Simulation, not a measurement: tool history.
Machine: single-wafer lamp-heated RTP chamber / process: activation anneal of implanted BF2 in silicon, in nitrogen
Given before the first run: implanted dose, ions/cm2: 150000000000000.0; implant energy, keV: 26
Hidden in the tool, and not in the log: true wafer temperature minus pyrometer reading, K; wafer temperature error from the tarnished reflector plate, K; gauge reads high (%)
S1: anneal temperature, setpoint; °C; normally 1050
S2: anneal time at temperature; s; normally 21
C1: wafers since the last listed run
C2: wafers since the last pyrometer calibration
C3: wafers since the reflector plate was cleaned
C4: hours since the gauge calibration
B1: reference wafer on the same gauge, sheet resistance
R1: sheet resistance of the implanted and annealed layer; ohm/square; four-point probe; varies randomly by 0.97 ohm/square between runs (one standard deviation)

run,hour,S1,S2,C1,C2,C3,C4,B1,R1
1,0,1050,21,0,3837,2476,250.7,751.93,646.91
2,59.4,1050,21,952,4789,3428,310.1,752.07,647.38
3,133.2,1050,21,1182,5972,4611,383.9,752.09,645.96
# hour 221.2: reflector plate cleaned
4,225.8,1073,21,1356,7328,73,476.5,753.17,640.87
5,301.8,1073,21,1218,8546,1292,552.5,753.34,642.27
# hour 346.8: pyrometer window cleaned and pyrometer calibrated
6,390.6,1034,26,1295,702,2587,641.3,753.9,647.37
7,479.5,1050,21,1424,2127,4012,730.2,755.44,650.74
8,546.8,1050,21,1078,3206,5090,797.5,755.41,648.57
# hour 581.1: reflector plate cleaned
9,639.8,1050,21,1362,4568,940,890.5,756.91,651.09
10,693.1,1038,21,854,5422,1794,943.8,757.94,651.07
11,772.6,1050,21,1274,6697,3069,1023.3,758.51,649.43
# hour 836.4: pyrometer window cleaned and pyrometer calibrated
12,841.3,1039,27,972,77,4042,1092,759.9,650.55
# hour 874.4: reflector plate cleaned
# hour 933: gauge calibrated
13,1146.2,1030,25,4758,4836,4356,213.2,750.92,646.07
14,1196,1050,27,798,5635,5154,263,750.73,642.64
# hour 1233.2: reflector plate cleaned
15,1243.8,1030,13,637,6272,169,310.8,751.28,650.57
16,1329.4,1050,21,1372,7645,1541,396.4,751.61,645.33
# hour 1346: pyrometer window cleaned and pyrometer calibrated
17,1420,1050,32,1323,1185,2865,487,752.59,640.47
18,1491.4,1050,21,1144,2330,4010,558.4,751.7,645.22
19,1552.6,1067,17,980,3311,4990,619.6,753.11,645.67
# hour 1572.2: reflector plate cleaned
20,1595.5,1050,21,559,3870,373,662.5,753.21,646.85
21,1667.2,1038,13,1149,5019,1523,734.2,753.18,654.36

For each run, what was the tool's unlogged condition?
true wafer temperature minus pyrometer reading, K: 0 across all the runs
wafer temperature error from the tarnished reflector plate, K: 0 across all the runs
H1: gauge reads high (%)
run,H1
1,0.126
2,0.155
3,0.201
4,0.272
5,0.342
6,0.437
7,0.545
8,0.637
9,0.777
10,0.865
11,1
12,1.13
13,-0.0667
14,-0.0455
15,-0.021
16,0.033
17,0.104
18,0.171
19,0.235
20,0.284
21,0.374
